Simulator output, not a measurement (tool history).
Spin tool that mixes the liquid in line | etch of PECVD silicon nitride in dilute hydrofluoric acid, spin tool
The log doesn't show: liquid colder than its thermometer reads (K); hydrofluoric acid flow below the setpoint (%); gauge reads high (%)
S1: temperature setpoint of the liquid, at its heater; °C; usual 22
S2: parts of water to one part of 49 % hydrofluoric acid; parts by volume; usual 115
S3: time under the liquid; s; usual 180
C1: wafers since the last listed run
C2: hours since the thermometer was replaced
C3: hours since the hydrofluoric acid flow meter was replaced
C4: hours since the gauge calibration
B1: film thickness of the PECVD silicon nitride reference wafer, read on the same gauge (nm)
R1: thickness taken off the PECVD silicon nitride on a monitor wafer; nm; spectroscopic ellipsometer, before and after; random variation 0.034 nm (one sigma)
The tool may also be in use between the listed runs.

run,day,S1,S2,S3,C1,C2,C3,C4,B1,R1
1,0,22,150,180,0,2226,1913,220.9,50.01,4.04
2,1.354,22,150,180,235,2258.5,1945.5,253.4,49.98,4.02
3,2.242,22,140,180,154,2279.8,1966.8,274.7,50.01,4.26
4,3.717,22,115,180,256,2315.2,2002.2,310.1,49.98,5.2
5,4.508,22,115,180,137,2334.2,2021.2,329.1,50.01,5.18
6,5.721,22,115,180,210,2363.3,2050.3,358.2,49.98,5.13
7,6.542,22,115,180,142,2383,2070,377.9,50.02,5.12
# day 7.417: hydrofluoric acid flow meter replaced
8,7.7,22,115,180,194,2410.8,6.8,405.7,50,5.68
9,8.212,22,115,180,89,2423.1,19.1,418,49.99,5.66
10,9.433,20,115,180,212,2452.4,48.4,447.3,50.01,4.92

Forecast run 11:
# day 10.108: gauge calibrated
# day 10.621: thermometer replaced
11,10.729,22,115,180,217,2.6,79.5,14.9,?,?

Run 11 gave B1 49.99, R1 6.63 nm.
Without the tool's hidden state the same run would have given R1 6.79 nm.
